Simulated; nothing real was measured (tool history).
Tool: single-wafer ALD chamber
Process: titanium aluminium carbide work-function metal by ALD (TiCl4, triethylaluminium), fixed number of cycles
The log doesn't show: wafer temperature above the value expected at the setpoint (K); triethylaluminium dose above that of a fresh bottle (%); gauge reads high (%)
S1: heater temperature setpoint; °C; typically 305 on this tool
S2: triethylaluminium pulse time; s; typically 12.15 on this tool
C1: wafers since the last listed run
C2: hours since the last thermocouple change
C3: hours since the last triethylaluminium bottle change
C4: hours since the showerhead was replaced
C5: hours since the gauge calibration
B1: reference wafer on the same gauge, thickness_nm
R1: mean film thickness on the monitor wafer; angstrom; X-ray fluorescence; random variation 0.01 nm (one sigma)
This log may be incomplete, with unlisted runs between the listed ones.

{"run": 1, "hour": 0.0, "S1": 305, "S2": 12.15, "C1": 0, "C2": 846, "C3": 319.6, "C4": 6375.1, "C5": 2197.6, "B1": 2.089, "R1": 21}
{"run": 2, "hour": 92.3, "S1": 305, "S2": 12.15, "C1": 766, "C2": 938.3, "C3": 411.9, "C4": 6467.4, "C5": 2289.9, "B1": 2.089, "R1": 20.66}
{"run": 3, "hour": 162.5, "S1": 305, "S2": 12.15, "C1": 583, "C2": 1008.5, "C3": 482.1, "C4": 6537.6, "C5": 2360.1, "B1": 2.087, "R1": 20.82}
{"run": 4, "hour": 232.0, "S1": 305, "S2": 12.15, "C1": 577, "C2": 1078, "C3": 551.6, "C4": 6607.1, "C5": 2429.6, "B1": 2.092, "R1": 20.86}
{"run": 5, "hour": 305.1, "S1": 305, "S2": 12.15, "C1": 607, "C2": 1151.1, "C3": 624.7, "C4": 6680.2, "C5": 2502.7, "B1": 2.09, "R1": 20.77}
{"run": 6, "hour": 387.6, "S1": 305, "S2": 12.15, "C1": 685, "C2": 1233.6, "C3": 707.2, "C4": 6762.7, "C5": 2585.2, "B1": 2.091, "R1": 21.03}
{"hour": 402.4, "done": "showerhead replaced"}
{"hour": 465.8, "done": "gauge calibrated"}
{"run": 7, "hour": 487.0, "S1": 305, "S2": 12.15, "C1": 759, "C2": 1333, "C3": 806.6, "C4": 84.6, "C5": 21.2, "B1": 2.088, "R1": 20.94}
{"run": 8, "hour": 556.6, "S1": 309, "S2": 10.07, "C1": 578, "C2": 1402.6, "C3": 876.2, "C4": 154.2, "C5": 90.8, "B1": 2.094, "R1": 20.97}
{"run": 9, "hour": 593.9, "S1": 309, "S2": 10.07, "C1": 309, "C2": 1439.9, "C3": 913.5, "C4": 191.5, "C5": 128.1, "B1": 2.089, "R1": 20.98}
{"run": 10, "hour": 696.0, "S1": 305, "S2": 12.15, "C1": 848, "C2": 1542, "C3": 1015.6, "C4": 293.6, "C5": 230.2, "B1": 2.09, "R1": 21.11}
{"run": 11, "hour": 797.3, "S1": 305, "S2": 12.15, "C1": 841, "C2": 1643.3, "C3": 1116.9, "C4": 394.9, "C5": 331.5, "B1": 2.091, "R1": 20.9}
{"run": 12, "hour": 834.0, "S1": 317, "S2": 12.15, "C1": 304, "C2": 1680, "C3": 1153.6, "C4": 431.6, "C5": 368.2, "B1": 2.091, "R1": 22.24}
{"run": 13, "hour": 935.1, "S1": 312, "S2": 15.04, "C1": 840, "C2": 1781.1, "C3": 1254.7, "C4": 532.7, "C5": 469.3, "B1": 2.088, "R1": 21.93}
{"run": 14, "hour": 1041.1, "S1": 298, "S2": 8.78, "C1": 880, "C2": 1887.1, "C3": 1360.7, "C4": 638.7, "C5": 575.3, "B1": 2.093, "R1": 19.66}
{"run": 15, "hour": 1116.6, "S1": 291, "S2": 10.26, "C1": 627, "C2": 1962.6, "C3": 1436.2, "C4": 714.2, "C5": 650.8, "B1": 2.087, "R1": 19.44}
{"hour": 1180.9, "done": "thermocouple changed; heater temperature recalibrated"}
{"run": 16, "hour": 1196.6, "S1": 294, "S2": 12.15, "C1": 598, "C2": 15.7, "C3": 1516.2, "C4": 794.2, "C5": 730.8, "B1": 2.091, "R1": 19.29}
{"run": 17, "hour": 1258.9, "S1": 314, "S2": 12.15, "C1": 517, "C2": 78, "C3": 1578.5, "C4": 856.5, "C5": 793.1, "B1": 2.091, "R1": 21.37}
{"run": 18, "hour": 1354.4, "S1": 317, "S2": 14.46, "C1": 793, "C2": 173.5, "C3": 1674, "C4": 952, "C5": 888.6, "B1": 2.092, "R1": 21.9}
{"run": 19, "hour": 1456.6, "S1": 317, "S2": 14.96, "C1": 849, "C2": 275.7, "C3": 1776.2, "C4": 1054.2, "C5": 990.8, "B1": 2.087, "R1": 21.91}
{"run": 20, "hour": 1520.9, "S1": 305, "S2": 14.98, "C1": 534, "C2": 340, "C3": 1840.5, "C4": 1118.5, "C5": 1055.1, "B1": 2.092, "R1": 20.85}
{"hour": 1612.4, "done": "triethylaluminium bottle replaced"}
{"run": 21, "hour": 1612.9, "S1": 319, "S2": 14.14, "C1": 697, "C2": 432, "C3": 0.5, "C4": 1210.5, "C5": 1147.1, "B1": 2.092, "R1": 22.22}
{"run": 22, "hour": 1704.4, "S1": 305, "S2": 8.54, "C1": 760, "C2": 523.5, "C3": 92, "C4": 1302, "C5": 1238.6, "B1": 2.092, "R1": 20.27}
{"run": 23, "hour": 1795.5, "S1": 305, "S2": 12.15, "C1": 756, "C2": 614.6, "C3": 183.1, "C4": 1393.1, "C5": 1329.7, "B1": 2.093, "R1": 20.87}
{"run": 24, "hour": 1878.8, "S1": 305, "S2": 12.15, "C1": 692, "C2": 697.9, "C3": 266.4, "C4": 1476.4, "C5": 1413, "B1": 2.091, "R1": 20.78}
{"run": 25, "hour": 1968.3, "S1": 305, "S2": 13.83, "C1": 743, "C2": 787.4, "C3": 355.9, "C4": 1565.9, "C5": 1502.5, "B1": 2.089, "R1": 20.94}
{"run": 26, "hour": 2032.3, "S1": 305, "S2": 12.15, "C1": 531, "C2": 851.4, "C3": 419.9, "C4": 1629.9, "C5": 1566.5, "B1": 2.09, "R1": 20.72}
{"run": 27, "hour": 2105.0, "S1": 293, "S2": 10.28, "C1": 604, "C2": 924.1, "C3": 492.6, "C4": 1702.6, "C5": 1639.2, "B1": 2.091, "R1": 19.49}
{"run": 28, "hour": 2206.0, "S1": 305, "S2": 12.15, "C1": 839, "C2": 1025.1, "C3": 593.6, "C4": 1803.6, "C5": 1740.2, "B1": 2.087, "R1": 20.94}
{"run": 29, "hour": 2288.9, "S1": 298, "S2": 16.74, "C1": 688, "C2": 1108, "C3": 676.5, "C4": 1886.5, "C5": 1823.1, "B1": 2.09, "R1": 20.36}
{"run": 30, "hour": 2384.1, "S1": 305, "S2": 14.98, "C1": 791, "C2": 1203.2, "C3": 771.7, "C4": 1981.7, "C5": 1918.3, "B1": 2.093, "R1": 21.16}
{"run": 31, "hour": 2472.1, "S1": 305, "S2": 12.15, "C1": 731, "C2": 1291.2, "C3": 859.7, "C4": 2069.7, "C5": 2006.3, "B1": 2.089, "R1": 20.87}
{"run": 32, "hour": 2566.7, "S1": 301, "S2": 16.08, "C1": 786, "C2": 1385.8, "C3": 954.3, "C4": 2164.3, "C5": 2100.9, "B1": 2.092, "R1": 20.91}
{"run": 33, "hour": 2639.1, "S1": 305, "S2": 12.15, "C1": 601, "C2": 1458.2, "C3": 1026.7, "C4": 2236.7, "C5": 2173.3, "B1": 2.092, "R1": 21.18}

For each entry between runs, how does the tool's hidden state at the last listed run before it compare with that at the first listed run after it?
After run 6, before run 7: showerhead replaced (hour 402.4); gauge calibrated (hour 465.8)
  wafer temperature above the value expected at the setpoint (K): 5.23 -> 5.37
  the result without the hidden state subtracted from the measured one, R1: +0.51 -> +0.52 angstrom
After run 15, before run 16: thermocouple changed; heater temperature recalibrated (hour 1180.9)
  wafer temperature above the value expected at the setpoint (K): 5.92 -> 0.379
  the result without the hidden state subtracted from the measured one, R1: +0.56 -> +0.03 angstrom
After run 20, before run 21: triethylaluminium bottle replaced (hour 1612.4)
  wafer temperature above the value expected at the setpoint (K): 2.68 -> 3.16
  the result without the hidden state subtracted from the measured one, R1: +0.26 -> +0.31 angstrom
